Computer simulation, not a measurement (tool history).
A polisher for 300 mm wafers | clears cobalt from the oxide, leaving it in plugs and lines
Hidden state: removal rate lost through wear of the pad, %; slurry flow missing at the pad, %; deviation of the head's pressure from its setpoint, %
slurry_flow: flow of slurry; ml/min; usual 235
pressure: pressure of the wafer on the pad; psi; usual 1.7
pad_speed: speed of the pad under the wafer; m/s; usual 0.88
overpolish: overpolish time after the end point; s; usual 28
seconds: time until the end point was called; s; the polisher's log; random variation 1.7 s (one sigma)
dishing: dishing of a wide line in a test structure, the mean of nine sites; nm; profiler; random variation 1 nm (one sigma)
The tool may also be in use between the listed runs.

run     day  slurry_flow  pressure  pad_speed  overpolish  wafers since the last listed run  wafers polished on this pad  hours since the slurry nozzle was cleaned  hours since the head pressure was calibrated  incoming thickness of the incoming film, nm  seconds  dishing
  1   0.000          235       1.7       0.88          20                                 0                          354                                       62.0                                         176.7                                        370.6    124.6     43.9
  2   3.325          235       1.7       0.88          20                               400                          754                                      141.8                                         256.5                                        363.9    121.6     45.7
  3   6.608          235       1.7       0.88          28                               395                         1150                                      220.6                                         335.3                                        372.0    123.0     53.2
      8.083  -- worn pad replaced by a new one
  4  10.933          235       1.7       0.88          28                               500                          343                                      324.4                                         439.1                                        364.1    120.2     55.8
  5  13.317          235       1.7       0.88          28                               286                          630                                      381.6                                         496.3                                        365.1    124.6     55.5
  6  15.075          235       1.7       0.88          28                               211                          841                                      423.8                                         538.5                                        364.1    120.1     53.9
     15.846  -- slurry nozzle cleaned
  7  16.792          235       1.7       0.88          41                               201                         1043                                       22.7                                         579.7                                        374.3    125.5     63.9
     18.862  -- worn pad replaced by a new one
  8  20.233          235       1.7       0.88          28                               394                          165                                      105.3                                         662.3                                        373.2    124.4     52.6
  9  23.662          235       1.7       0.88          28                               412                          578                                      187.6                                         744.6                                        370.5    124.1     53.8
 10  25.554          235       1.4       0.62          28                               227                          805                                      233.0                                         790.0                                        366.6    201.8     39.7
     28.558  -- worn pad replaced by a new one
 11  29.538          285       1.7       0.88          17                               459                          117                                      328.6                                         885.6                                        368.0    122.6     41.5
 12  31.288          235       1.7       0.88          28                               210                          328                                      370.6                                         927.6                                        374.3    124.8     54.1
     33.312  -- slurry nozzle cleaned
     34.225  -- head pressure recalibrated
 13  34.246          200       1.7       0.88          28                               341                          669                                       22.4                                           0.5                                        362.8    122.4     52.5
     40.300  -- worn pad replaced by a new one
 14  44.962          275       1.7       0.66          28                              1270                          561                                      279.6                                         257.7                                        370.1    155.4     45.7
 15  48.462          235       1.7       0.88          16                               421                          982                                      363.6                                         341.7                                        367.4    123.4     38.4
     49.612  -- worn pad replaced by a new one
     49.888  -- slurry nozzle cleaned
 16  51.338          235       1.7       0.88          28                               321                          202                                       34.8                                         410.7                                        371.4    125.5     54.0

5 ways to go on from here, each from the tool as it stands after run 16. What would each give?
  A  51.358          235       1.7       0.88          28                                 2                          205                                       35.3                                         411.2                                        371.8        ?        ?
  B  51.358          235       1.7       0.88          23                                 2                          205                                       35.3                                         411.2                                        371.8        ?        ?
  C  51.358          295       1.5       0.76          17                                 2                          205                                       35.3                                         411.2                                        371.8        ?        ?
  D  51.358          280       1.7       0.88          33                                 2                          205                                       35.3                                         411.2                                        371.8        ?        ?
  E  51.358          315       1.7       0.88          28                                 2                          205                                       35.3                                         411.2                                        371.8        ?        ?

run  seconds  dishing
  A    125.6     54.7
  B    125.6     48.9
  C    157.7     34.2
  D    123.1     60.0
  E    121.8     55.6
Without the tool's hidden state the same runs would have given:
run  seconds  dishing
  A    125.6     54.7
  B    125.6     48.9
  C    157.7     34.2
  D    123.1     60.0
  E    121.8     55.6
